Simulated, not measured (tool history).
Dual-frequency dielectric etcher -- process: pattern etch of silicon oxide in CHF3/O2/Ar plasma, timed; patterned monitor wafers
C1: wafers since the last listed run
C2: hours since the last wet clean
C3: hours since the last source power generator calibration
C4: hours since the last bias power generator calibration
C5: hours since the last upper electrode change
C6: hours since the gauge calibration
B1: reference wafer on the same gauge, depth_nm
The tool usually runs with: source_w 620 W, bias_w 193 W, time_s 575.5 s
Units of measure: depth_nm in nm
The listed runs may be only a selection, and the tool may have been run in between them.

{"run": 1, "hour": 0.0, "source_w": 620, "bias_w": 193, "time_s": 656.5, "C1": 0, "C2": 471.4, "C3": 3910.5, "C4": 4310.7, "C5": 0.4, "C6": 2525.3, "B1": 1350.6, "depth_nm": 1446.4}
{"hour": 29.8, "done": "wet clean of the chamber"}
{"run": 2, "hour": 47.5, "source_w": 620, "bias_w": 193, "time_s": 656.5, "C1": 43, "C2": 17.7, "C3": 3958, "C4": 4358.2, "C5": 47.9, "C6": 2572.8, "B1": 1350.2, "depth_nm": 1374.6}
{"run": 3, "hour": 100.6, "source_w": 620, "bias_w": 193, "time_s": 644.5, "C1": 98, "C2": 70.8, "C3": 4011.1, "C4": 4411.3, "C5": 101, "C6": 2625.9, "B1": 1348.3, "depth_nm": 1380.4}
{"hour": 146.7, "done": "source power generator calibrated"}
{"run": 4, "hour": 169.8, "source_w": 620, "bias_w": 193, "time_s": 644.5, "C1": 120, "C2": 140, "C3": 23.1, "C4": 4480.5, "C5": 170.2, "C6": 2695.1, "B1": 1349.7, "depth_nm": 1363}
{"run": 5, "hour": 208.7, "source_w": 620, "bias_w": 193, "time_s": 575.5, "C1": 72, "C2": 178.9, "C3": 62, "C4": 4519.4, "C5": 209.1, "C6": 2734, "B1": 1348.2, "depth_nm": 1231.9}
{"hour": 215.0, "done": "gauge calibrated"}
{"run": 6, "hour": 274.5, "source_w": 620, "bias_w": 193, "time_s": 575.5, "C1": 121, "C2": 244.7, "C3": 127.8, "C4": 4585.2, "C5": 274.9, "C6": 59.5, "B1": 1349.8, "depth_nm": 1220.1}
{"run": 7, "hour": 313.8, "source_w": 540, "bias_w": 220, "time_s": 636.5, "C1": 72, "C2": 284, "C3": 167.1, "C4": 4624.5, "C5": 314.2, "C6": 98.8, "B1": 1350.9, "depth_nm": 1308}
{"run": 8, "hour": 372.3, "source_w": 580, "bias_w": 217, "time_s": 575.5, "C1": 108, "C2": 342.5, "C3": 225.6, "C4": 4683, "C5": 372.7, "C6": 157.3, "B1": 1350.7, "depth_nm": 1231.7}
{"run": 9, "hour": 421.6, "source_w": 620, "bias_w": 172, "time_s": 698.5, "C1": 91, "C2": 391.8, "C3": 274.9, "C4": 4732.3, "C5": 422, "C6": 206.6, "B1": 1349.7, "depth_nm": 1464.7}
{"run": 10, "hour": 484.5, "source_w": 780, "bias_w": 207, "time_s": 474.5, "C1": 116, "C2": 454.7, "C3": 337.8, "C4": 4795.2, "C5": 484.9, "C6": 269.5, "B1": 1350.5, "depth_nm": 1215.2}
{"run": 11, "hour": 531.0, "source_w": 480, "bias_w": 152, "time_s": 575.5, "C1": 86, "C2": 501.2, "C3": 384.3, "C4": 4841.7, "C5": 531.4, "C6": 316, "B1": 1349.9, "depth_nm": 1003.4}
{"hour": 557.8, "done": "wet clean of the chamber"}
{"run": 12, "hour": 698.6, "source_w": 560, "bias_w": 193, "time_s": 466.5, "C1": 265, "C2": 140.8, "C3": 551.9, "C4": 5009.3, "C5": 699, "C6": 483.6, "B1": 1351.7, "depth_nm": 939.2}
{"run": 13, "hour": 738.7, "source_w": 490, "bias_w": 229, "time_s": 527.5, "C1": 74, "C2": 180.9, "C3": 592, "C4": 5049.4, "C5": 739.1, "C6": 523.7, "B1": 1349.9, "depth_nm": 1024.1}
{"run": 14, "hour": 772.9, "source_w": 740, "bias_w": 155, "time_s": 737, "C1": 63, "C2": 215.1, "C3": 626.2, "C4": 5083.6, "C5": 773.3, "C6": 557.9, "B1": 1350.1, "depth_nm": 1637.6}
{"hour": 840.3, "done": "bias power generator calibrated"}
{"run": 15, "hour": 841.1, "source_w": 620, "bias_w": 193, "time_s": 575.5, "C1": 118, "C2": 283.3, "C3": 694.4, "C4": 0.8, "C5": 841.5, "C6": 626.1, "B1": 1349.5, "depth_nm": 1240.6}
{"run": 16, "hour": 897.9, "source_w": 620, "bias_w": 193, "time_s": 632, "C1": 105, "C2": 340.1, "C3": 751.2, "C4": 57.6, "C5": 898.3, "C6": 682.9, "B1": 1351.2, "depth_nm": 1369.9}
{"run": 17, "hour": 959.3, "source_w": 710, "bias_w": 233, "time_s": 654, "C1": 113, "C2": 401.5, "C3": 812.6, "C4": 119, "C5": 959.7, "C6": 744.3, "B1": 1348.8, "depth_nm": 1639.9}
{"run": 18, "hour": 1024.9, "source_w": 620, "bias_w": 193, "time_s": 499.5, "C1": 121, "C2": 467.1, "C3": 878.2, "C4": 184.6, "C5": 1025.3, "C6": 809.9, "B1": 1349.9, "depth_nm": 1084}
{"hour": 1100.6, "done": "wet clean of the chamber"}
{"run": 19, "hour": 1101.1, "source_w": 620, "bias_w": 193, "time_s": 575.5, "C1": 96, "C2": 0.5, "C3": 954.4, "C4": 260.8, "C5": 1101.5, "C6": 886.1, "B1": 1348, "depth_nm": 1216.1}
{"run": 20, "hour": 1112.7, "source_w": 620, "bias_w": 193, "time_s": 683, "C1": 21, "C2": 12.1, "C3": 966, "C4": 272.4, "C5": 1113.1, "C6": 897.7, "B1": 1350.7, "depth_nm": 1439.7}
{"run": 21, "hour": 1155.1, "source_w": 620, "bias_w": 193, "time_s": 575.5, "C1": 78, "C2": 54.5, "C3": 1008.4, "C4": 314.8, "C5": 1155.5, "C6": 940.1, "B1": 1349.3, "depth_nm": 1217}
{"run": 22, "hour": 1205.4, "source_w": 620, "bias_w": 193, "time_s": 575.5, "C1": 93, "C2": 104.8, "C3": 1058.7, "C4": 365.1, "C5": 1205.8, "C6": 990.4, "B1": 1348.9, "depth_nm": 1229.2}
{"run": 23, "hour": 1245.9, "source_w": 620, "bias_w": 193, "time_s": 575.5, "C1": 74, "C2": 145.3, "C3": 1099.2, "C4": 405.6, "C5": 1246.3, "C6": 1030.9, "B1": 1351.3, "depth_nm": 1234}
{"run": 24, "hour": 1291.3, "source_w": 620, "bias_w": 212, "time_s": 735, "C1": 84, "C2": 190.7, "C3": 1144.6, "C4": 451, "C5": 1291.7, "C6": 1076.3, "B1": 1349.1, "depth_nm": 1634.4}
{"run": 25, "hour": 1321.4, "source_w": 530, "bias_w": 193, "time_s": 575.5, "C1": 55, "C2": 220.8, "C3": 1174.7, "C4": 481.1, "C5": 1321.8, "C6": 1106.4, "B1": 1351.1, "depth_nm": 1125.7}
{"run": 26, "hour": 1492.7, "source_w": 710, "bias_w": 193, "time_s": 575.5, "C1": 317, "C2": 392.1, "C3": 1346, "C4": 652.4, "C5": 1493.1, "C6": 1277.7, "B1": 1350.5, "depth_nm": 1357.2}
{"run": 27, "hour": 1539.8, "source_w": 540, "bias_w": 216, "time_s": 415, "C1": 87, "C2": 439.2, "C3": 1393.1, "C4": 699.5, "C5": 1540.2, "C6": 1324.8, "B1": 1350.5, "depth_nm": 870.8}
{"hour": 1613.6, "done": "wet clean of the chamber"}
{"run": 28, "hour": 1614.1, "source_w": 620, "bias_w": 193, "time_s": 575.5, "C1": 93, "C2": 0.5, "C3": 1467.4, "C4": 773.8, "C5": 1614.5, "C6": 1399.1, "B1": 1351.9, "depth_nm": 1196.6}
{"run": 29, "hour": 1638.8, "source_w": 690, "bias_w": 156, "time_s": 575.5, "C1": 45, "C2": 25.2, "C3": 1492.1, "C4": 798.5, "C5": 1639.2, "C6": 1423.8, "B1": 1348.9, "depth_nm": 1213.9}

Consider 4 possible next runs. They are alternatives, not a sequence: every one starts from the tool as it was left by run 29. What does each give?
{"run": "A", "hour": 1639.4, "source_w": 620, "bias_w": 193, "time_s": 575.5, "C1": 1, "C2": 25.8, "C3": 1492.7, "C4": 799.1, "C5": 1639.8, "C6": 1424.4, "B1": "?", "depth_nm": "?"}
{"run": "B", "hour": 1639.4, "source_w": 620, "bias_w": 234, "time_s": 575.5, "C1": 1, "C2": 25.8, "C3": 1492.7, "C4": 799.1, "C5": 1639.8, "C6": 1424.4, "B1": "?", "depth_nm": "?"}
{"run": "C", "hour": 1639.4, "source_w": 620, "bias_w": 150, "time_s": 421, "C1": 1, "C2": 25.8, "C3": 1492.7, "C4": 799.1, "C5": 1639.8, "C6": 1424.4, "B1": "?", "depth_nm": "?"}
{"run": "D", "hour": 1639.4, "source_w": 710, "bias_w": 150, "time_s": 490.5, "C1": 1, "C2": 25.8, "C3": 1492.7, "C4": 799.1, "C5": 1639.8, "C6": 1424.4, "B1": "?", "depth_nm": "?"}

run=A B1=1350 depth_nm=1209.7
run=B B1=1350 depth_nm=1286.8
run=C B1=1350 depth_nm=819.9
run=D B1=1350 depth_nm=1033.6
With the hidden condition removed and each run's random variation left untouched, the same runs would have given:
run=A depth_nm=1202.9
run=B depth_nm=1279.6
run=C depth_nm=815.2
run=D depth_nm=1027.8

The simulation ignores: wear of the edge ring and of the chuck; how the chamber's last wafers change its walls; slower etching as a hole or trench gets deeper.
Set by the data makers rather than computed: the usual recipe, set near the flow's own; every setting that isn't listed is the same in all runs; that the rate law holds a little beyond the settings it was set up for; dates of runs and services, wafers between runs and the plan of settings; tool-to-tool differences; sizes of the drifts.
